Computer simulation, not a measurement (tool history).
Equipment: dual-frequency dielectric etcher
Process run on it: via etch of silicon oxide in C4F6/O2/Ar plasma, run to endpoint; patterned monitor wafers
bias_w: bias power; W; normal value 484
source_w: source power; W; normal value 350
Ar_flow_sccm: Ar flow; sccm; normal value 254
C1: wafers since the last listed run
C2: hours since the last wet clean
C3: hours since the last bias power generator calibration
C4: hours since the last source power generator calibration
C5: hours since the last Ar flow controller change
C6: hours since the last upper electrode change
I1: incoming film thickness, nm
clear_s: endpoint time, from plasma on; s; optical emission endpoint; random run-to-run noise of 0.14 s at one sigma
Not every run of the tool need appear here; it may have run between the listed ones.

run 1 day=0 | bias_w=484 source_w=330 Ar_flow_sccm=254 | C1=0 C2=415.2 C3=2050.5 C4=5.9 C5=2907.6 C6=2946.5 | I1=135.9 | clear_s=35
-- day=0.608 Ar flow controller replaced
run 2 day=0.629 | bias_w=484 source_w=330 Ar_flow_sccm=254 | C1=93 C2=430.3 C3=2065.6 C4=21 C5=0.5 C6=2961.6 | I1=135.6 | clear_s=35.1
run 3 day=0.962 | bias_w=484 source_w=350 Ar_flow_sccm=254 | C1=82 C2=438.3 C3=2073.6 C4=29 C5=8.5 C6=2969.6 | I1=135.9 | clear_s=34.3
run 4 day=1.292 | bias_w=484 source_w=350 Ar_flow_sccm=254 | C1=81 C2=446.2 C3=2081.5 C4=36.9 C5=16.4 C6=2977.5 | I1=134.6 | clear_s=33.9
run 5 day=1.896 | bias_w=437 source_w=350 Ar_flow_sccm=271 | C1=149 C2=460.7 C3=2096 C4=51.4 C5=30.9 C6=2992 | I1=136.4 | clear_s=36.9
run 6 day=2.508 | bias_w=432 source_w=350 Ar_flow_sccm=254 | C1=151 C2=475.4 C3=2110.7 C4=66.1 C5=45.6 C6=3006.7 | I1=134.6 | clear_s=36.3
run 7 day=2.796 | bias_w=484 source_w=270 Ar_flow_sccm=193 | C1=71 C2=482.3 C3=2117.6 C4=73 C5=52.5 C6=3013.6 | I1=133.8 | clear_s=37.6
run 8 day=3.404 | bias_w=484 source_w=350 Ar_flow_sccm=276 | C1=150 C2=496.9 C3=2132.2 C4=87.6 C5=67.1 C6=3028.2 | I1=134.3 | clear_s=34.4
-- day=3.958 bias power generator calibrated
-- day=4.404 wet clean of the chamber
run 9 day=4.425 | bias_w=403 source_w=280 Ar_flow_sccm=225 | C1=100 C2=0.5 C3=11.2 C4=112.1 C5=91.6 C6=3052.7 | I1=133.9 | clear_s=40
run 10 day=4.467 | bias_w=560 source_w=420 Ar_flow_sccm=192 | C1=10 C2=1.5 C3=12.2 C4=113.1 C5=92.6 C6=3053.7 | I1=136.8 | clear_s=27.3
-- day=6.496 upper electrode replaced
run 11 day=6.517 | bias_w=599 source_w=350 Ar_flow_sccm=233 | C1=259 C2=50.7 C3=61.4 C4=162.3 C5=141.8 C6=0.5 | I1=135.1 | clear_s=28.7
run 12 day=6.625 | bias_w=448 source_w=350 Ar_flow_sccm=317 | C1=26 C2=53.3 C3=64 C4=164.9 C5=144.4 C6=3.1 | I1=136.7 | clear_s=35.2
run 13 day=7.296 | bias_w=407 source_w=350 Ar_flow_sccm=254 | C1=166 C2=69.4 C3=80.1 C4=181 C5=160.5 C6=19.2 | I1=135.5 | clear_s=36.4
run 14 day=7.762 | bias_w=484 source_w=280 Ar_flow_sccm=201 | C1=115 C2=80.6 C3=91.3 C4=192.2 C5=171.7 C6=30.4 | I1=134.6 | clear_s=35.6
run 15 day=8.446 | bias_w=484 source_w=350 Ar_flow_sccm=254 | C1=169 C2=97 C3=107.7 C4=208.6 C5=188.1 C6=46.8 | I1=135.3 | clear_s=32.8
run 16 day=9.133 | bias_w=420 source_w=350 Ar_flow_sccm=279 | C1=170 C2=113.5 C3=124.2 C4=225.1 C5=204.6 C6=63.3 | I1=134.4 | clear_s=36.1
run 17 day=9.854 | bias_w=484 source_w=350 Ar_flow_sccm=254 | C1=178 C2=130.8 C3=141.5 C4=242.4 C5=221.9 C6=80.6 | I1=135.5 | clear_s=33
run 18 day=10.562 | bias_w=484 source_w=320 Ar_flow_sccm=305 | C1=175 C2=147.8 C3=158.5 C4=259.4 C5=238.9 C6=97.6 | I1=136.7 | clear_s=35.3
run 19 day=11.288 | bias_w=381 source_w=390 Ar_flow_sccm=297 | C1=179 C2=165.2 C3=175.9 C4=276.8 C5=256.3 C6=115 | I1=135 | clear_s=37.1
run 20 day=11.938 | bias_w=582 source_w=350 Ar_flow_sccm=254 | C1=160 C2=180.8 C3=191.5 C4=292.4 C5=271.9 C6=130.6 | I1=133.5 | clear_s=29.4
run 21 day=12.554 | bias_w=418 source_w=410 Ar_flow_sccm=306 | C1=152 C2=195.6 C3=206.3 C4=307.2 C5=286.7 C6=145.4 | I1=134.9 | clear_s=34
run 22 day=13.096 | bias_w=442 source_w=380 Ar_flow_sccm=254 | C1=134 C2=208.6 C3=219.3 C4=320.2 C5=299.7 C6=158.4 | I1=135.7 | clear_s=33.6
run 23 day=13.575 | bias_w=484 source_w=320 Ar_flow_sccm=282 | C1=118 C2=220.1 C3=230.8 C4=331.7 C5=311.2 C6=169.9 | I1=135.8 | clear_s=35.2
run 24 day=14.196 | bias_w=437 source_w=350 Ar_flow_sccm=271 | C1=153 C2=235 C3=245.7 C4=346.6 C5=326.1 C6=184.8 | I1=136 | clear_s=36.1
run 25 day=14.912 | bias_w=535 source_w=390 Ar_flow_sccm=312 | C1=177 C2=252.2 C3=262.9 C4=363.8 C5=343.3 C6=202 | I1=134.4 | clear_s=30.3
run 26 day=15.6 | bias_w=542 source_w=430 Ar_flow_sccm=254 | C1=170 C2=268.7 C3=279.4 C4=380.3 C5=359.8 C6=218.5 | I1=134.9 | clear_s=28.3
run 27 day=16.062 | bias_w=484 source_w=350 Ar_flow_sccm=254 | C1=114 C2=279.8 C3=290.5 C4=391.4 C5=370.9 C6=229.6 | I1=135.2 | clear_s=33.4
run 28 day=16.379 | bias_w=424 source_w=350 Ar_flow_sccm=211 | C1=78 C2=287.4 C3=298.1 C4=399 C5=378.5 C6=237.2 | I1=136.6 | clear_s=35.8
run 29 day=16.646 | bias_w=484 source_w=350 Ar_flow_sccm=254 | C1=65 C2=293.8 C3=304.5 C4=405.4 C5=384.9 C6=243.6 | I1=133.4 | clear_s=32.7

Branching from run 29: 4 alternative next runs. What would each branch give?
run A day=16.662 | bias_w=484 source_w=350 Ar_flow_sccm=219 | C1=4 C2=294.2 C3=304.9 C4=405.8 C5=385.3 C6=244 | I1=137.3 | clear_s=?
run B day=16.662 | bias_w=484 source_w=350 Ar_flow_sccm=226 | C1=4 C2=294.2 C3=304.9 C4=405.8 C5=385.3 C6=244 | I1=137.3 | clear_s=?
run C day=16.662 | bias_w=560 source_w=350 Ar_flow_sccm=254 | C1=4 C2=294.2 C3=304.9 C4=405.8 C5=385.3 C6=244 | I1=137.3 | clear_s=?
run D day=16.662 | bias_w=484 source_w=270 Ar_flow_sccm=279 | C1=4 C2=294.2 C3=304.9 C4=405.8 C5=385.3 C6=244 | I1=137.3 | clear_s=?

run=A clear_s=33.6
run=B clear_s=33.7
run=C clear_s=31.2
run=D clear_s=38.7
With no hidden state in the tool, these same runs would have given:
run=A clear_s=32.7
run=B clear_s=32.8
run=C clear_s=30.4
run=D clear_s=37.6
